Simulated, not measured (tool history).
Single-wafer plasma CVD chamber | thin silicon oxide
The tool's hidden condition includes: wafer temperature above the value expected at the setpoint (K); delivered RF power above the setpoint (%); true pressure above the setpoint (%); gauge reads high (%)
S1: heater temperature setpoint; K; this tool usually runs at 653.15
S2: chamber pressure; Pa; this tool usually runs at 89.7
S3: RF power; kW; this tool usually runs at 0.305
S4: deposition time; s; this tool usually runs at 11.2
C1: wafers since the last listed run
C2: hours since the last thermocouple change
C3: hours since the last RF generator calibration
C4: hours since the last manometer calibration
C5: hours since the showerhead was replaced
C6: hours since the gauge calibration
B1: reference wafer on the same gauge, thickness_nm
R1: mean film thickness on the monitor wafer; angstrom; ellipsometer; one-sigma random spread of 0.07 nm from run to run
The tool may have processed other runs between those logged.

{"run": 1, "hour": 0.0, "S1": 653.15, "S2": 89.7, "S3": 0.305, "S4": 11.2, "C1": 0, "C2": 638.6, "C3": 2045.0, "C4": 1558.5, "C5": 2188.4, "C6": 531.9, "B1": 17.519, "R1": 170.39}
{"run": 2, "hour": 104.4, "S1": 653.15, "S2": 89.7, "S3": 0.275, "S4": 9.6, "C1": 3952, "C2": 743.0, "C3": 2149.4, "C4": 1662.9, "C5": 2292.8, "C6": 636.3, "B1": 17.48, "R1": 139.49}
{"run": 3, "hour": 154.2, "S1": 653.15, "S2": 89.7, "S3": 0.305, "S4": 9.4, "C1": 1885, "C2": 792.8, "C3": 2199.2, "C4": 1712.7, "C5": 2342.6, "C6": 686.1, "B1": 17.492, "R1": 143.27}
{"run": 4, "hour": 254.2, "S1": 653.15, "S2": 89.7, "S3": 0.305, "S4": 9.4, "C1": 3786, "C2": 892.8, "C3": 2299.2, "C4": 1812.7, "C5": 2442.6, "C6": 786.1, "B1": 17.49, "R1": 143.54}
{"run": 5, "hour": 304.6, "S1": 653.15, "S2": 89.7, "S3": 0.305, "S4": 11.2, "C1": 1908, "C2": 943.2, "C3": 2349.6, "C4": 1863.1, "C5": 2493.0, "C6": 836.5, "B1": 17.477, "R1": 169.05}
{"run": 6, "hour": 393.1, "S1": 653.15, "S2": 89.7, "S3": 0.32, "S4": 11.2, "C1": 3350, "C2": 1031.7, "C3": 2438.1, "C4": 1951.6, "C5": 2581.5, "C6": 925.0, "B1": 17.493, "R1": 173.08}
{"run": 7, "hour": 466.5, "S1": 653.15, "S2": 89.7, "S3": 0.32, "S4": 11.2, "C1": 2778, "C2": 1105.1, "C3": 2511.5, "C4": 2025.0, "C5": 2654.9, "C6": 998.4, "B1": 17.491, "R1": 173.5}
{"run": 8, "hour": 560.9, "S1": 653.15, "S2": 89.7, "S3": 0.305, "S4": 11.2, "C1": 3574, "C2": 1199.5, "C3": 2605.9, "C4": 2119.4, "C5": 2749.3, "C6": 1092.8, "B1": 17.497, "R1": 171.0}
{"run": 9, "hour": 628.8, "S1": 653.15, "S2": 89.7, "S3": 0.305, "S4": 11.2, "C1": 2570, "C2": 1267.4, "C3": 2673.8, "C4": 2187.3, "C5": 2817.2, "C6": 1160.7, "B1": 17.504, "R1": 168.56}
{"hour": 684.2, "done": "capacitance manometer re-zeroed and calibrated"}
{"run": 10, "hour": 699.5, "S1": 653.15, "S2": 89.7, "S3": 0.305, "S4": 11.2, "C1": 2373, "C2": 1338.1, "C3": 2744.5, "C4": 15.3, "C5": 2887.9, "C6": 1231.4, "B1": 17.497, "R1": 164.68}
{"hour": 740.9, "done": "RF generator calibrated"}
{"run": 11, "hour": 742.1, "S1": 653.15, "S2": 89.7, "S3": 0.305, "S4": 11.2, "C1": 1309, "C2": 1380.7, "C3": 1.2, "C4": 57.9, "C5": 2930.5, "C6": 1274.0, "B1": 17.49, "R1": 171.01}
{"run": 12, "hour": 782.6, "S1": 653.15, "S2": 95.9, "S3": 0.305, "S4": 11.2, "C1": 1533, "C2": 1421.2, "C3": 41.7, "C4": 98.4, "C5": 2971.0, "C6": 1314.5, "B1": 17.518, "R1": 182.21}

Run 13 has not been measured yet. What should we expect?
{"run": 13, "hour": 854.5, "S1": 661.15, "S2": 89.7, "S3": 0.305, "S4": 13.1, "C1": 2722, "C2": 1493.1, "C3": 113.6, "C4": 170.3, "C5": 3042.9, "C6": 1386.4, "B1": "?", "R1": "?"}

B1: 17.509
R1: 197.47 angstrom
Were there no unlogged condition in the tool, this run, its random variation unchanged, would have produced R1 197.46 angstrom.
